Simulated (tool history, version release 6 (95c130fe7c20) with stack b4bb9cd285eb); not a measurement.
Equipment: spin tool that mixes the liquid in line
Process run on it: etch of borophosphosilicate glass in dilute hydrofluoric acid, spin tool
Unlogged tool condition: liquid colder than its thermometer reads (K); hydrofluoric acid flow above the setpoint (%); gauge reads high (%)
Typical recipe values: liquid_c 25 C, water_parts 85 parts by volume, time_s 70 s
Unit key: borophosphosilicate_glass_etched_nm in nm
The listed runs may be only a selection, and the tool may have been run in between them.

run	hour	liquid_c	water_parts	time_s	wafers since the last listed run	hours since the thermometer was replaced	hours since the hydrofluoric acid flow meter was replaced	hours since the gauge calibration	read-back film thickness of the borophosphosilicate glass reference wafer, read on the same gauge (nm)	borophosphosilicate_glass_etched_nm
1	0	25	85	70	0	1381.7	1519	360	60	30.98
2	29.7	25	85	70	496	1411.4	1548.7	389.7	60.01	30.31
3	46.2	28.5	85	70	275	1427.9	1565.2	406.2	59.99	35.55
4	78.1	23	105	70	533	1459.8	1597.1	438.1	59.99	22.53
5	144.1	29	85	70	1102	1525.8	1663.1	504.1	60.01	36.07
6	159.5	29	85	70	257	1541.2	1678.5	519.5	60	35.79
7	184.6	25	105	70	419	1566.3	1703.6	544.6	60	24.01
8	214.3	25	105	70	496	1596	1733.3	574.3	60.01	24.23
9	228.6	25	105	70	238	1610.3	1747.6	588.6	59.99	24.11
10	253.6	25	85	70	417	1635.3	1772.6	613.6	60	30.91
11	276	25	85	70	374	1657.7	1795	636	60	30.42
12	309.9	25	95	70	566	1691.6	1828.9	669.9	60.01	26.8
13	338.9	25	85	95	484	1720.6	1857.9	698.9	60.01	41.15
14	359.3	25	85	95	340	1741	1878.3	719.3	60	41.05
15	379.9	25	85	70	344	1761.6	1898.9	739.9	60	30.27
16	413.3	20.5	120	70	558	1795	1932.3	773.3	60.01	17
17	431.1	20	65	100	297	1812.8	1950.1	791.1	59.99	46.93
18	465.9	25	85	55	581	1847.6	1984.9	825.9	60	23.55
19	491.2	28.5	85	70	422	1872.9	2010.2	851.2	59.99	34.43
20	516.6	23	75	70	424	1898.3	2035.6	876.6	59.99	31.89
# hour 528.5: hydrofluoric acid flow meter replaced
21	574.6	25	60	45	952	1956.3	46.1	934.6	60.02	27.68
# hour 586.4: gauge calibrated
22	637.9	28.5	85	70	1057	2019.6	109.4	51.5	59.99	34.14
# hour 671.6: thermometer replaced
23	672.4	25	125	40	559	0.8	143.9	86	60	12.28
24	716.6	27.5	60	55	738	45	188.1	130.2	60	42.35
25	728.8	29.5	85	70	203	57.2	200.3	142.4	59.99	40.23
26	744.3	20.5	85	110	259	72.7	215.8	157.9	60	43.35
27	764.2	25	115	70	332	92.6	235.7	177.8	59.99	23.86
28	794.8	25	85	110	511	123.2	266.3	208.4	60	52.98
29	816	22	75	80	354	144.4	287.5	229.6	60.01	39
30	847.3	25	100	70	523	175.7	318.8	260.9	60	27.66
31	878.4	25	85	35	519	206.8	349.9	292	59.99	16.63
32	903.2	25	85	70	414	231.6	374.7	316.8	59.99	33.57
33	968.7	25	75	45	1094	297.1	440.2	382.3	60.01	24.58

Below are 3 alternative next runs, each starting from the tool's condition after run 33. Predict each:
A	969.1	21	85	70	6	297.5	440.6	382.7	?	?
B	969.1	28	85	105	6	297.5	440.6	382.7	?	?
C	969.1	20	85	95	6	297.5	440.6	382.7	?	?

run	read-back film thickness of the borophosphosilicate glass reference wafer, read on the same gauge (nm)	borophosphosilicate_glass_etched_nm
A	59.99	27.95
B	59.99	55.49
C	59.99	36.39
With no hidden state in the tool, these same runs would have given:
run	borophosphosilicate_glass_etched_nm
A	28.53
B	56.58
C	37.15
